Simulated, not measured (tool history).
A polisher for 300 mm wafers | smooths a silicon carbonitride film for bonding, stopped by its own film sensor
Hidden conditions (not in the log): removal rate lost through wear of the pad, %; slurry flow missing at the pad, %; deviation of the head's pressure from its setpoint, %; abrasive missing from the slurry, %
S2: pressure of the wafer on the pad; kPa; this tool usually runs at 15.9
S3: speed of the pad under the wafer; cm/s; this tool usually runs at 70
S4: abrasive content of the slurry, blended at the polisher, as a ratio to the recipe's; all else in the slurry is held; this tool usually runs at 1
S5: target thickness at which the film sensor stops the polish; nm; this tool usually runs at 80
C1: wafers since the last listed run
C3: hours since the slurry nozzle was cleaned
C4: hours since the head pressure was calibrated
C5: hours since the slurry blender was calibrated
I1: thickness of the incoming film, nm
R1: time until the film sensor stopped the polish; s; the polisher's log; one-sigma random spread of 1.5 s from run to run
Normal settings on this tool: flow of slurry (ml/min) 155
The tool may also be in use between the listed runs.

run 1 hour=0 | flow_of_slurry_(ml/min)=155 S2=15.9 S3=70 S4=1 S5=80 | C1=0 wafers_polished_on_this_pad=66 C3=156.9 C4=312.8 C5=41.8 | I1=100.9 | R1=101.6
run 2 hour=47.9 | flow_of_slurry_(ml/min)=155 S2=15.9 S3=70 S4=1 S5=80 | C1=396 wafers_polished_on_this_pad=463 C3=204.8 C4=360.7 C5=89.7 | I1=99.6 | R1=97.6
run 3 hour=234.5 | flow_of_slurry_(ml/min)=115 S2=15.9 S3=70 S4=1 S5=80 | C1=1544 wafers_polished_on_this_pad=2007 C3=391.4 C4=547.3 C5=276.3 | I1=99.9 | R1=108.6
run 4 hour=265.4 | flow_of_slurry_(ml/min)=115 S2=15.9 S3=70 S4=1 S5=80 | C1=255 wafers_polished_on_this_pad=2262 C3=422.3 C4=578.2 C5=307.2 | I1=102 | R1=124.3
run 5 hour=293.1 | flow_of_slurry_(ml/min)=115 S2=15.9 S3=70 S4=1 S5=80 | C1=229 wafers_polished_on_this_pad=2492 C3=450 C4=605.9 C5=334.9 | I1=99.6 | R1=110.7
run 6 hour=359.7 | flow_of_slurry_(ml/min)=155 S2=15.9 S3=54 S4=1 S5=80 | C1=551 wafers_polished_on_this_pad=3043 C3=516.6 C4=672.5 C5=401.5 | I1=98.7 | R1=135.3
run 7 hour=414 | flow_of_slurry_(ml/min)=155 S2=15.9 S3=54 S4=1 S5=80 | C1=449 wafers_polished_on_this_pad=3492 C3=570.9 C4=726.8 C5=455.8 | I1=101.6 | R1=167.5
-- hour=438.6 slurry blender recalibrated
-- hour=451.9 worn pad replaced by a new one
run 8 hour=478.4 | flow_of_slurry_(ml/min)=155 S2=15.9 S3=54 S4=1 S5=80 | C1=483 wafers_polished_on_this_pad=219 C3=635.3 C4=791.2 C5=39.8 | I1=100.9 | R1=129.2
-- hour=480.9 slurry nozzle cleaned
run 9 hour=534.2 | flow_of_slurry_(ml/min)=155 S2=15.9 S3=70 S4=1 S5=80 | C1=453 wafers_polished_on_this_pad=672 C3=53.3 C4=847 C5=95.6 | I1=99.8 | R1=101.8
run 10 hour=579.7 | flow_of_slurry_(ml/min)=155 S2=15.9 S3=70 S4=1 S5=80 | C1=376 wafers_polished_on_this_pad=1049 C3=98.8 C4=892.5 C5=141.1 | I1=98.9 | R1=95.6
run 11 hour=650.1 | flow_of_slurry_(ml/min)=155 S2=12.4 S3=92 S4=1.15 S5=73 | C1=582 wafers_polished_on_this_pad=1631 C3=169.2 C4=962.9 C5=211.5 | I1=100.9 | R1=146.9
run 12 hour=676.3 | flow_of_slurry_(ml/min)=180 S2=15.9 S3=70 S4=1 S5=80 | C1=216 wafers_polished_on_this_pad=1848 C3=195.4 C4=989.1 C5=237.7 | I1=100 | R1=106.1
run 13 hour=712 | flow_of_slurry_(ml/min)=155 S2=11 S3=54 S4=1.25 S5=80 | C1=295 wafers_polished_on_this_pad=2143 C3=231.1 C4=1024.8 C5=273.4 | I1=100 | R1=180.3
-- hour=723.2 head pressure recalibrated
run 14 hour=742.8 | flow_of_slurry_(ml/min)=155 S2=15.9 S3=70 S4=1.2 S5=80 | C1=238 wafers_polished_on_this_pad=2382 C3=261.9 C4=19.6 C5=304.2 | I1=100.1 | R1=104.3
run 15 hour=783.9 | flow_of_slurry_(ml/min)=155 S2=15.9 S3=62 S4=1 S5=80 | C1=340 wafers_polished_on_this_pad=2722 C3=303 C4=60.7 C5=345.3 | I1=99.3 | R1=124.5
run 16 hour=846.3 | flow_of_slurry_(ml/min)=155 S2=15.9 S3=70 S4=1 S5=80 | C1=516 wafers_polished_on_this_pad=3238 C3=365.4 C4=123.1 C5=407.7 | I1=99.4 | R1=121.1
-- hour=882.8 slurry blender recalibrated
run 17 hour=909.1 | flow_of_slurry_(ml/min)=155 S2=15.9 S3=70 S4=1 S5=80 | C1=503 wafers_polished_on_this_pad=3741 C3=428.2 C4=185.9 C5=26.3 | I1=102 | R1=125.6
-- hour=930.6 worn pad replaced by a new one
run 18 hour=940.1 | flow_of_slurry_(ml/min)=120 S2=15.9 S3=62 S4=1 S5=78 | C1=223 wafers_polished_on_this_pad=78 C3=459.2 C4=216.9 C5=57.3 | I1=99.4 | R1=119.7
run 19 hour=1008 | flow_of_slurry_(ml/min)=155 S2=15.9 S3=70 S4=1 S5=80 | C1=561 wafers_polished_on_this_pad=640 C3=527.1 C4=284.8 C5=125.2 | I1=98.3 | R1=90.5
run 20 hour=1073.5 | flow_of_slurry_(ml/min)=155 S2=15.9 S3=70 S4=1 S5=80 | C1=542 wafers_polished_on_this_pad=1182 C3=592.6 C4=350.3 C5=190.7 | I1=100.2 | R1=106.9
run 21 hour=1139.6 | flow_of_slurry_(ml/min)=155 S2=17.9 S3=70 S4=1 S5=80 | C1=546 wafers_polished_on_this_pad=1729 C3=658.7 C4=416.4 C5=256.8 | I1=99.2 | R1=91
run 22 hour=1169.8 | flow_of_slurry_(ml/min)=140 S2=15.9 S3=70 S4=1.3 S5=83 | C1=249 wafers_polished_on_this_pad=1979 C3=688.9 C4=446.6 C5=287 | I1=101 | R1=87.1
-- hour=1198.7 slurry nozzle cleaned
run 23 hour=1209.2 | flow_of_slurry_(ml/min)=190 S2=10.3 S3=70 S4=1 S5=80 | C1=317 wafers_polished_on_this_pad=2297 C3=10.5 C4=486 C5=326.4 | I1=100.6 | R1=175.8
run 24 hour=1280.1 | flow_of_slurry_(ml/min)=105 S2=15.9 S3=70 S4=1 S5=80 | C1=586 wafers_polished_on_this_pad=2884 C3=81.4 C4=556.9 C5=397.3 | I1=99.1 | R1=115.5
run 25 hour=1304.4 | flow_of_slurry_(ml/min)=100 S2=15.9 S3=70 S4=1 S5=80 | C1=201 wafers_polished_on_this_pad=3085 C3=105.7 C4=581.2 C5=421.6 | I1=99.8 | R1=125.2
-- hour=1329.3 slurry blender recalibrated
run 26 hour=1336.7 | flow_of_slurry_(ml/min)=155 S2=15.9 S3=70 S4=1 S5=80 | C1=250 wafers_polished_on_this_pad=3335 C3=138 C4=613.5 C5=7.4 | I1=100.9 | R1=118.4
-- hour=1343 worn pad replaced by a new one
run 27 hour=1362.7 | flow_of_slurry_(ml/min)=170 S2=15.9 S3=70 S4=1 S5=85 | C1=182 wafers_polished_on_this_pad=162 C3=164 C4=639.5 C5=33.4 | I1=100 | R1=74.7
run 28 hour=1412.6 | flow_of_slurry_(ml/min)=180 S2=17.2 S3=92 S4=0.75 S5=80 | C1=412 wafers_polished_on_this_pad=575 C3=213.9 C4=689.4 C5=83.3 | I1=102 | R1=87.4
run 29 hour=1460 | flow_of_slurry_(ml/min)=155 S2=19.3 S3=90 S4=1 S5=80 | C1=392 wafers_polished_on_this_pad=968 C3=261.3 C4=736.8 C5=130.7 | I1=101.2 | R1=72.1
run 30 hour=1518.3 | flow_of_slurry_(ml/min)=200 S2=13.8 S3=70 S4=1 S5=74 | C1=482 wafers_polished_on_this_pad=1450 C3=319.6 C4=795.1 C5=189 | I1=97.9 | R1=137.5

Hidden state at the last listed run before each entry between runs and at the first one after, where it differs:
Runs 7 to 8: slurry blender recalibrated (hour 438.6); worn pad replaced by a new one (hour 451.9)
  removal rate lost through wear of the pad, %: 11.7 -> 2.8; abrasive missing from the slurry, %: 25.2 -> 0.836
  measured less the result without the state, R1: +36.4 -> +4 s
Runs 8 to 9: slurry nozzle cleaned (hour 480.9)
  removal rate lost through wear of the pad, %: 2.8 -> 3.18; abrasive missing from the slurry, %: 0.836 -> 1.73
  measured less the result without the state, R1: +4 -> +3.9 s
Runs 13 to 14: head pressure recalibrated (hour 723.2)
  removal rate lost through wear of the pad, %: 6.94 -> 7.99; abrasive missing from the slurry, %: 9.49 -> 11.6
  measured less the result without the state, R1: +18.4 -> +12.6 s
Runs 16 to 17: slurry blender recalibrated (hour 882.8)
  removal rate lost through wear of the pad, %: 12.4 -> 15.7; abrasive missing from the slurry, %: 20.3 -> 0.924
  measured less the result without the state, R1: +24.5 -> +20.1 s
Runs 17 to 18: worn pad replaced by a new one (hour 930.6)
  removal rate lost through wear of the pad, %: 15.7 -> 1.68; abrasive missing from the slurry, %: 0.924 -> 1.23
  measured less the result without the state, R1: +20.1 -> +2.6 s
Runs 22 to 23: slurry nozzle cleaned (hour 1198.7)
  removal rate lost through wear of the pad, %: 5.21 -> 6.47; abrasive missing from the slurry, %: 10.6 -> 13.4
  measured less the result without the state, R1: +7.8 -> +20.7 s
Runs 25 to 26: slurry blender recalibrated (hour 1329.3)
  removal rate lost through wear of the pad, %: 10.3 -> 11.9; abrasive missing from the slurry, %: 21.9 -> 1.49
  measured less the result without the state, R1: +23.8 -> +14.7 s
Runs 26 to 27: worn pad replaced by a new one (hour 1343)
  removal rate lost through wear of the pad, %: 11.9 -> 0.554; abrasive missing from the slurry, %: 1.49 -> 1.61
  measured less the result without the state, R1: +14.7 -> +0.9 s

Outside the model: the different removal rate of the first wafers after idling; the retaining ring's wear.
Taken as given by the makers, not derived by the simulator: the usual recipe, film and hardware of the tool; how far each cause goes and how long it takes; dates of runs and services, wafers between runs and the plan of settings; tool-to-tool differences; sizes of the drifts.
